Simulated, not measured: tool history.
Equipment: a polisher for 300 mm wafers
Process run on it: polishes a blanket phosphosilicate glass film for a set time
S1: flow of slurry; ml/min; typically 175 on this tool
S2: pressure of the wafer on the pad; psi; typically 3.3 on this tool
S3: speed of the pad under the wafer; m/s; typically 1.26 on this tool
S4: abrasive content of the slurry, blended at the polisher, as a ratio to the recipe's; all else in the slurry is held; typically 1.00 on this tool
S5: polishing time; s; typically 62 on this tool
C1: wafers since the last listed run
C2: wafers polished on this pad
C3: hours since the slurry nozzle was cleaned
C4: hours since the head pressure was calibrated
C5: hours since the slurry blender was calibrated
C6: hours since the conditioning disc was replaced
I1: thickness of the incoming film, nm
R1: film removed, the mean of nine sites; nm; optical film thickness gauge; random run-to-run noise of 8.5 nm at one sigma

run	hour	S1	S2	S3	S4	S5	C1	C2	C3	C4	C5	C6	I1	R1
1	0.0	175	3.6	1.58	1.00	62	0	3282	89.8	1020.9	424.7	340.8	2708.8	988.4
# hour 46.2: slurry blender recalibrated
2	61.2	175	3.3	1.26	1.00	62	703	3985	151.0	1082.1	15.0	402.0	2674.7	732.3
# hour 85.5: conditioning disc replaced and pad reconditioned
3	119.0	175	3.3	1.26	1.00	62	662	4648	208.8	1139.9	72.8	33.5	2653.5	728.3
# hour 184.5: worn pad replaced by a new one
4	200.9	175	3.3	1.26	1.00	62	925	194	290.7	1221.8	154.7	115.4	2635.6	744.5
5	262.0	175	3.3	1.26	1.00	62	725	920	351.8	1282.9	215.8	176.5	2700.5	732.4
6	295.3	225	4.3	1.26	1.00	78	395	1315	385.1	1316.2	249.1	209.8	2673.9	1250.4
7	320.1	175	3.7	1.58	1.00	62	294	1610	409.9	1341.0	273.9	234.6	2679.6	973.5
# hour 371.1: slurry nozzle cleaned
8	375.0	175	3.9	1.48	1.00	83	640	2250	3.9	1395.9	328.8	289.5	2648.2	1344.0
9	404.1	175	3.3	1.26	1.00	62	345	2596	33.0	1425.0	357.9	318.6	2657.0	749.7
10	461.8	145	3.3	1.04	0.80	62	685	3281	90.7	1482.7	415.6	376.3	2653.6	503.2
# hour 475.0: conditioning disc replaced and pad reconditioned
# hour 509.7: slurry blender recalibrated
11	515.3	175	2.2	1.54	1.00	62	587	3869	144.2	1536.2	5.6	40.3	2673.9	587.9
12	563.3	225	3.3	1.26	0.90	62	570	4439	192.2	1584.2	53.6	88.3	2712.2	705.1
# hour 583.7: worn pad replaced by a new one
13	589.6	175	3.3	1.26	1.00	62	264	69	218.5	1610.5	79.9	114.6	2719.1	739.6
# hour 592.6: head pressure recalibrated
14	655.6	175	3.3	1.26	1.00	62	760	829	284.5	63.0	145.9	180.6	2653.1	726.5
15	693.3	115	2.5	0.94	1.10	62	447	1277	322.2	100.7	183.6	218.3	2694.5	421.2
16	743.1	145	3.7	1.46	1.00	50	591	1868	372.0	150.5	233.4	268.1	2656.0	697.7
17	870.3	190	3.3	1.26	1.20	62	1510	3379	499.2	277.7	360.6	395.3	2731.6	799.3
# hour 908.0: slurry nozzle cleaned
# hour 920.9: conditioning disc replaced and pad reconditioned
18	934.8	140	3.3	1.26	1.00	71	730	4109	26.8	342.2	425.1	13.9	2612.9	824.7
# hour 967.4: slurry blender recalibrated
19	982.2	175	3.3	1.26	1.15	62	539	4649	74.2	389.6	14.8	61.3	2665.6	834.1
# hour 1016.0: worn pad replaced by a new one
20	1036.4	175	3.3	1.26	1.00	62	596	242	128.4	443.8	69.0	115.5	2729.7	764.4
21	1078.1	175	3.3	1.46	1.20	76	495	737	170.1	485.5	110.7	157.2	2694.7	1181.2
22	1147.6	175	3.3	0.94	1.00	53	825	1563	239.6	555.0	180.2	226.7	2667.0	495.4
23	1324.1	175	3.3	0.90	1.00	62	2096	3659	416.1	731.5	356.7	403.2	2693.9	548.7
24	1354.3	175	3.3	1.52	1.00	62	358	4018	446.3	761.7	386.9	433.4	2681.5	807.7
# hour 1370.5: slurry nozzle cleaned
25	1381.8	175	3.3	1.26	1.00	62	314	4332	11.3	789.2	414.4	460.9	2625.7	755.1

Below are 4 alternative next runs, each starting from the tool's condition after run 25. Predict each:
A	1382.2	175	3.3	1.26	1.00	62	4	4337	11.7	789.6	414.8	461.3	2687.6	?
B	1382.2	175	2.5	1.26	1.00	62	4	4337	11.7	789.6	414.8	461.3	2687.6	?
C	1382.2	135	3.3	1.26	1.30	62	4	4337	11.7	789.6	414.8	461.3	2687.6	?
D	1382.2	175	3.3	1.26	1.20	83	4	4337	11.7	789.6	414.8	461.3	2687.6	?

run	R1
A	769.1
B	582.6
C	864.3
D	1163.8
Take away the tool's hidden state, keep each run's random variation, and the runs would have read:
run	R1
A	770.5
B	583.7
C	866.3
D	1165.9
